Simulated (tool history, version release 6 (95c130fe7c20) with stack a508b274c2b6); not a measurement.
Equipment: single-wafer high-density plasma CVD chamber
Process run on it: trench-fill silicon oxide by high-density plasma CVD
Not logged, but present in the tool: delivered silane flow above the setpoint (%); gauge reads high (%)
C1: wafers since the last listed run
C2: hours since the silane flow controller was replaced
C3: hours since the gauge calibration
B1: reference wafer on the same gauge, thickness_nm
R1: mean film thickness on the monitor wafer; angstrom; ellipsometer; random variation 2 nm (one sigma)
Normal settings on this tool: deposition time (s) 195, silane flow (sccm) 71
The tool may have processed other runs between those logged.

run 1 hour=0 | deposition_time_(s)=195 silane_flow_(sccm)=71 | C1=0 C2=3352.8 C3=255.9 | B1=1069.68 | R1=12948.91
run 2 hour=15.9 | deposition_time_(s)=195 silane_flow_(sccm)=68 | C1=112 C2=3368.7 C3=271.8 | B1=1070.477 | R1=12447.39
run 3 hour=25.5 | deposition_time_(s)=195 silane_flow_(sccm)=68 | C1=68 C2=3378.3 C3=281.4 | B1=1069.499 | R1=12412.78
run 4 hour=32.4 | deposition_time_(s)=220 silane_flow_(sccm)=71 | C1=48 C2=3385.2 C3=288.3 | B1=1069.622 | R1=14586.81
run 5 hour=43.1 | deposition_time_(s)=220 silane_flow_(sccm)=71 | C1=75 C2=3395.9 C3=299 | B1=1069.612 | R1=14592.72
run 6 hour=57 | deposition_time_(s)=195 silane_flow_(sccm)=71 | C1=98 C2=3409.8 C3=312.9 | B1=1069.358 | R1=12953.65
run 7 hour=72.3 | deposition_time_(s)=195 silane_flow_(sccm)=71 | C1=108 C2=3425.1 C3=328.2 | B1=1069.741 | R1=12929.42
run 8 hour=82.6 | deposition_time_(s)=195 silane_flow_(sccm)=79 | C1=73 C2=3435.4 C3=338.5 | B1=1070.858 | R1=14256.65
run 9 hour=96.7 | deposition_time_(s)=195 silane_flow_(sccm)=71 | C1=100 C2=3449.5 C3=352.6 | B1=1069.804 | R1=12892.71
run 10 hour=108.6 | deposition_time_(s)=165 silane_flow_(sccm)=71 | C1=84 C2=3461.4 C3=364.5 | B1=1070.428 | R1=10944.64
run 11 hour=116.8 | deposition_time_(s)=195 silane_flow_(sccm)=71 | C1=58 C2=3469.6 C3=372.7 | B1=1070.645 | R1=12894.69
run 12 hour=145.6 | deposition_time_(s)=195 silane_flow_(sccm)=71 | C1=204 C2=3498.4 C3=401.5 | B1=1070.452 | R1=12896.13
run 13 hour=160.5 | deposition_time_(s)=195 silane_flow_(sccm)=62 | C1=105 C2=3513.3 C3=416.4 | B1=1070.021 | R1=11387.39
run 14 hour=176 | deposition_time_(s)=195 silane_flow_(sccm)=71 | C1=109 C2=3528.8 C3=431.9 | B1=1069.87 | R1=12880.64
run 15 hour=190 | deposition_time_(s)=195 silane_flow_(sccm)=71 | C1=99 C2=3542.8 C3=445.9 | B1=1070.356 | R1=12903.99
run 16 hour=200.2 | deposition_time_(s)=195 silane_flow_(sccm)=65 | C1=72 C2=3553 C3=456.1 | B1=1070.263 | R1=11895.48
run 17 hour=208.3 | deposition_time_(s)=195 silane_flow_(sccm)=71 | C1=57 C2=3561.1 C3=464.2 | B1=1069.851 | R1=12867.04
run 18 hour=215.8 | deposition_time_(s)=195 silane_flow_(sccm)=81 | C1=53 C2=3568.6 C3=471.7 | B1=1070.195 | R1=14549.34
run 19 hour=232 | deposition_time_(s)=195 silane_flow_(sccm)=81 | C1=114 C2=3584.8 C3=487.9 | B1=1069.849 | R1=14526.63
run 20 hour=246.9 | deposition_time_(s)=195 silane_flow_(sccm)=81 | C1=105 C2=3599.7 C3=502.8 | B1=1069.825 | R1=14583.39
run 21 hour=264.8 | deposition_time_(s)=172 silane_flow_(sccm)=71 | C1=127 C2=3617.6 C3=520.7 | B1=1069.672 | R1=11373.54
-- hour=272.4 gauge calibrated
run 22 hour=285.7 | deposition_time_(s)=172 silane_flow_(sccm)=71 | C1=148 C2=3638.5 C3=13.3 | B1=1070.069 | R1=11333.77
run 23 hour=293.6 | deposition_time_(s)=165 silane_flow_(sccm)=84 | C1=56 C2=3646.4 C3=21.2 | B1=1069.704 | R1=12731.1
run 24 hour=300.9 | deposition_time_(s)=195 silane_flow_(sccm)=71 | C1=51 C2=3653.7 C3=28.5 | B1=1069.842 | R1=12838.13
run 25 hour=308.6 | deposition_time_(s)=231 silane_flow_(sccm)=75 | C1=54 C2=3661.4 C3=36.2 | B1=1070.471 | R1=16046.82
run 26 hour=322 | deposition_time_(s)=212 silane_flow_(sccm)=60 | C1=95 C2=3674.8 C3=49.6 | B1=1070.492 | R1=12022.78
run 27 hour=333.7 | deposition_time_(s)=195 silane_flow_(sccm)=71 | C1=83 C2=3686.5 C3=61.3 | B1=1070.202 | R1=12868.93
run 28 hour=344.1 | deposition_time_(s)=181 silane_flow_(sccm)=65 | C1=73 C2=3696.9 C3=71.7 | B1=1070.039 | R1=11009.06
run 29 hour=355.7 | deposition_time_(s)=195 silane_flow_(sccm)=71 | C1=82 C2=3708.5 C3=83.3 | B1=1070.291 | R1=12824.42
run 30 hour=362.4 | deposition_time_(s)=172 silane_flow_(sccm)=57 | C1=47 C2=3715.2 C3=90 | B1=1070.156 | R1=9247.06
run 31 hour=379.3 | deposition_time_(s)=231 silane_flow_(sccm)=64 | C1=119 C2=3732.1 C3=106.9 | B1=1070.226 | R1=13814.3
run 32 hour=386.8 | deposition_time_(s)=195 silane_flow_(sccm)=71 | C1=53 C2=3739.6 C3=114.4 | B1=1069.332 | R1=12830.39
-- hour=415 silane flow controller replaced
run 33 hour=432.1 | deposition_time_(s)=212 silane_flow_(sccm)=79 | C1=264 C2=17.1 C3=159.7 | B1=1069.581 | R1=15963.02
run 34 hour=441.4 | deposition_time_(s)=214 silane_flow_(sccm)=62 | C1=65 C2=26.4 C3=169 | B1=1069.738 | R1=12902.7
run 35 hour=453.4 | deposition_time_(s)=173 silane_flow_(sccm)=80 | C1=85 C2=38.4 C3=181 | B1=1069.832 | R1=13177.36
run 36 hour=459.4 | deposition_time_(s)=195 silane_flow_(sccm)=71 | C1=42 C2=44.4 C3=187 | B1=1069.63 | R1=13318.24
run 37 hour=491.9 | deposition_time_(s)=162 silane_flow_(sccm)=84 | C1=230 C2=76.9 C3=219.5 | B1=1069.841 | R1=12906.07
run 38 hour=509.7 | deposition_time_(s)=195 silane_flow_(sccm)=71 | C1=126 C2=94.7 C3=237.3 | B1=1069.908 | R1=13262.93
run 39 hour=518.9 | deposition_time_(s)=215 silane_flow_(sccm)=60 | C1=65 C2=103.9 C3=246.5 | B1=1070.433 | R1=12531.54
run 40 hour=530.1 | deposition_time_(s)=220 silane_flow_(sccm)=57 | C1=79 C2=115.1 C3=257.7 | B1=1070.754 | R1=12268.36
run 41 hour=540 | deposition_time_(s)=227 silane_flow_(sccm)=59 | C1=70 C2=125 C3=267.6 | B1=1069.246 | R1=13072.98
run 42 hour=549.9 | deposition_time_(s)=195 silane_flow_(sccm)=82 | C1=70 C2=134.9 C3=277.5 | B1=1070.144 | R1=15206.71
run 43 hour=562.8 | deposition_time_(s)=195 silane_flow_(sccm)=71 | C1=91 C2=147.8 C3=290.4 | B1=1069.699 | R1=13294.88
run 44 hour=574.2 | deposition_time_(s)=195 silane_flow_(sccm)=59 | C1=80 C2=159.2 C3=301.8 | B1=1070.387 | R1=11205.85

Consider 4 possible next runs. They are alternatives, not a sequence: every one starts from the tool as it was left by run 44. What does each give?
run A hour=574.7 | deposition_time_(s)=231 silane_flow_(sccm)=71 | C1=3 C2=159.7 C3=302.3 | B1=? | R1=?
run B hour=574.7 | deposition_time_(s)=234 silane_flow_(sccm)=78 | C1=3 C2=159.7 C3=302.3 | B1=? | R1=?
run C hour=574.7 | deposition_time_(s)=177 silane_flow_(sccm)=66 | C1=3 C2=159.7 C3=302.3 | B1=? | R1=?
run D hour=574.7 | deposition_time_(s)=230 silane_flow_(sccm)=71 | C1=3 C2=159.7 C3=302.3 | B1=? | R1=?

run=A B1=1069.748 R1=15786.74
run=B B1=1069.748 R1=17446.93
run=C B1=1069.748 R1=11310.12
run=D B1=1069.748 R1=15718.4
What these runs would have given with no unlogged condition in the tool:
run=A R1=15849.19
run=B R1=17515.95
run=C R1=11354.86
run=D R1=15780.58
